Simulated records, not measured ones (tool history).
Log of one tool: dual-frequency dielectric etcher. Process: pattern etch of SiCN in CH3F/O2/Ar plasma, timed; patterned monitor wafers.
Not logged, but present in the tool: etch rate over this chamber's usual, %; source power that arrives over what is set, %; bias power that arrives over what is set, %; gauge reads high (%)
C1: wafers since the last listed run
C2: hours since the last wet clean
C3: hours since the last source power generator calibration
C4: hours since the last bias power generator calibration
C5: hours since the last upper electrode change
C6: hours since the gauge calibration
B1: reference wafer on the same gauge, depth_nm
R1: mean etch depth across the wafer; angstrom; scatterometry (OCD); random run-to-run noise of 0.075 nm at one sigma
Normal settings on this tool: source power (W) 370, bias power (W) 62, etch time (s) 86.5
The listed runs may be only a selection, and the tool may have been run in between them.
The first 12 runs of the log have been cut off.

{"hour": 818.8, "done": "source power generator calibrated"}
{"run": 13, "hour": 834.5, "source power (W)": 370, "bias power (W)": 62, "etch time (s)": 107, "C1": 752, "C2": 170.3, "C3": 15.7, "C4": 2664.8, "C5": 4780.9, "C6": 1729.4, "B1": 27.79, "R1": 371.8}
{"run": 14, "hour": 894.1, "source power (W)": 370, "bias power (W)": 62, "etch time (s)": 107, "C1": 795, "C2": 229.9, "C3": 75.3, "C4": 2724.4, "C5": 4840.5, "C6": 1789, "B1": 27.8, "R1": 369.4}
{"run": 15, "hour": 940.8, "source power (W)": 310, "bias power (W)": 69, "etch time (s)": 86.5, "C1": 623, "C2": 276.6, "C3": 122, "C4": 2771.1, "C5": 4887.2, "C6": 1835.7, "B1": 27.78, "R1": 292.3}
{"run": 16, "hour": 1026.8, "source power (W)": 370, "bias power (W)": 62, "etch time (s)": 86.5, "C1": 1148, "C2": 362.6, "C3": 208, "C4": 2857.1, "C5": 4973.2, "C6": 1921.7, "B1": 27.76, "R1": 301.3}
{"hour": 1065.8, "done": "wet clean of the chamber"}
{"hour": 1076.0, "done": "gauge calibrated"}
{"run": 17, "hour": 1098.9, "source power (W)": 370, "bias power (W)": 62, "etch time (s)": 107, "C1": 642, "C2": 33.1, "C3": 280.1, "C4": 2929.2, "C5": 5045.3, "C6": 22.9, "B1": 27.8, "R1": 373.4}
{"run": 18, "hour": 1153.2, "source power (W)": 320, "bias power (W)": 51, "etch time (s)": 71.5, "C1": 724, "C2": 87.4, "C3": 334.4, "C4": 2983.5, "C5": 5099.6, "C6": 77.2, "B1": 27.79, "R1": 226.7}
{"run": 19, "hour": 1218.5, "source power (W)": 320, "bias power (W)": 76, "etch time (s)": 68.5, "C1": 871, "C2": 152.7, "C3": 399.7, "C4": 3048.8, "C5": 5164.9, "C6": 142.5, "B1": 27.76, "R1": 240.2}
{"run": 20, "hour": 1287.6, "source power (W)": 370, "bias power (W)": 75, "etch time (s)": 86.5, "C1": 922, "C2": 221.8, "C3": 468.8, "C4": 3117.9, "C5": 5234, "C6": 211.6, "B1": 27.78, "R1": 318.2}
{"run": 21, "hour": 1356.6, "source power (W)": 370, "bias power (W)": 51, "etch time (s)": 86.5, "C1": 921, "C2": 290.8, "C3": 537.8, "C4": 3186.9, "C5": 5303, "C6": 280.6, "B1": 27.8, "R1": 288.7}
{"hour": 1453.8, "done": "wet clean of the chamber"}
{"hour": 1499.9, "done": "bias power generator calibrated"}
{"hour": 1516.1, "done": "upper electrode replaced"}
{"run": 22, "hour": 1528.7, "source power (W)": 370, "bias power (W)": 62, "etch time (s)": 107, "C1": 1708, "C2": 74.9, "C3": 709.9, "C4": 28.8, "C5": 12.6, "C6": 452.7, "B1": 27.79, "R1": 372.5}
{"run": 23, "hour": 1574.0, "source power (W)": 370, "bias power (W)": 55, "etch time (s)": 95.5, "C1": 604, "C2": 120.2, "C3": 755.2, "C4": 74.1, "C5": 57.9, "C6": 498, "B1": 27.84, "R1": 326.2}
{"run": 24, "hour": 1637.0, "source power (W)": 370, "bias power (W)": 55, "etch time (s)": 86.5, "C1": 841, "C2": 183.2, "C3": 818.2, "C4": 137.1, "C5": 120.9, "C6": 561, "B1": 27.8, "R1": 295}
{"run": 25, "hour": 1706.7, "source power (W)": 440, "bias power (W)": 70, "etch time (s)": 78, "C1": 930, "C2": 252.9, "C3": 887.9, "C4": 206.8, "C5": 190.6, "C6": 630.7, "B1": 27.81, "R1": 299.9}
{"run": 26, "hour": 1788.1, "source power (W)": 400, "bias power (W)": 56, "etch time (s)": 86.5, "C1": 1086, "C2": 334.3, "C3": 969.3, "C4": 288.2, "C5": 272, "C6": 712.1, "B1": 27.78, "R1": 304.5}
{"run": 27, "hour": 1833.6, "source power (W)": 400, "bias power (W)": 70, "etch time (s)": 86.5, "C1": 607, "C2": 379.8, "C3": 1014.8, "C4": 333.7, "C5": 317.5, "C6": 757.6, "B1": 27.78, "R1": 320.1}
{"hour": 1923.1, "done": "wet clean of the chamber"}
{"run": 28, "hour": 1923.6, "source power (W)": 370, "bias power (W)": 46, "etch time (s)": 86.5, "C1": 881, "C2": 0.5, "C3": 1104.8, "C4": 423.7, "C5": 407.5, "C6": 847.6, "B1": 27.79, "R1": 284.9}
{"run": 29, "hour": 1939.8, "source power (W)": 330, "bias power (W)": 48, "etch time (s)": 74, "C1": 216, "C2": 16.7, "C3": 1121, "C4": 439.9, "C5": 423.7, "C6": 863.8, "B1": 27.82, "R1": 236}
{"run": 30, "hour": 2003.0, "source power (W)": 440, "bias power (W)": 62, "etch time (s)": 86.5, "C1": 843, "C2": 79.9, "C3": 1184.2, "C4": 503.1, "C5": 486.9, "C6": 927, "B1": 27.79, "R1": 323.7}
{"run": 31, "hour": 2108.5, "source power (W)": 320, "bias power (W)": 62, "etch time (s)": 86.5, "C1": 1408, "C2": 185.4, "C3": 1289.7, "C4": 608.6, "C5": 592.4, "C6": 1032.5, "B1": 27.79, "R1": 289.3}

Forecast each of these 3 alternatives for the next run:
{"run": "A", "hour": 2108.9, "source power (W)": 420, "bias power (W)": 62, "etch time (s)": 86.5, "C1": 5, "C2": 185.8, "C3": 1290.1, "C4": 609, "C5": 592.8, "C6": 1032.9, "B1": "?", "R1": "?"}
{"run": "B", "hour": 2108.9, "source power (W)": 370, "bias power (W)": 49, "etch time (s)": 86.5, "C1": 5, "C2": 185.8, "C3": 1290.1, "C4": 609, "C5": 592.8, "C6": 1032.9, "B1": "?", "R1": "?"}
{"run": "C", "hour": 2108.9, "source power (W)": 310, "bias power (W)": 56, "etch time (s)": 96, "C1": 5, "C2": 185.8, "C3": 1290.1, "C4": 609, "C5": 592.8, "C6": 1032.9, "B1": "?", "R1": "?"}

run=A B1=27.84 R1=318.1
run=B B1=27.84 R1=288.3
run=C B1=27.84 R1=310.6
Without the tool's hidden state the same runs would have given:
run=A R1=313.8
run=B R1=284.5
run=C R1=306.5

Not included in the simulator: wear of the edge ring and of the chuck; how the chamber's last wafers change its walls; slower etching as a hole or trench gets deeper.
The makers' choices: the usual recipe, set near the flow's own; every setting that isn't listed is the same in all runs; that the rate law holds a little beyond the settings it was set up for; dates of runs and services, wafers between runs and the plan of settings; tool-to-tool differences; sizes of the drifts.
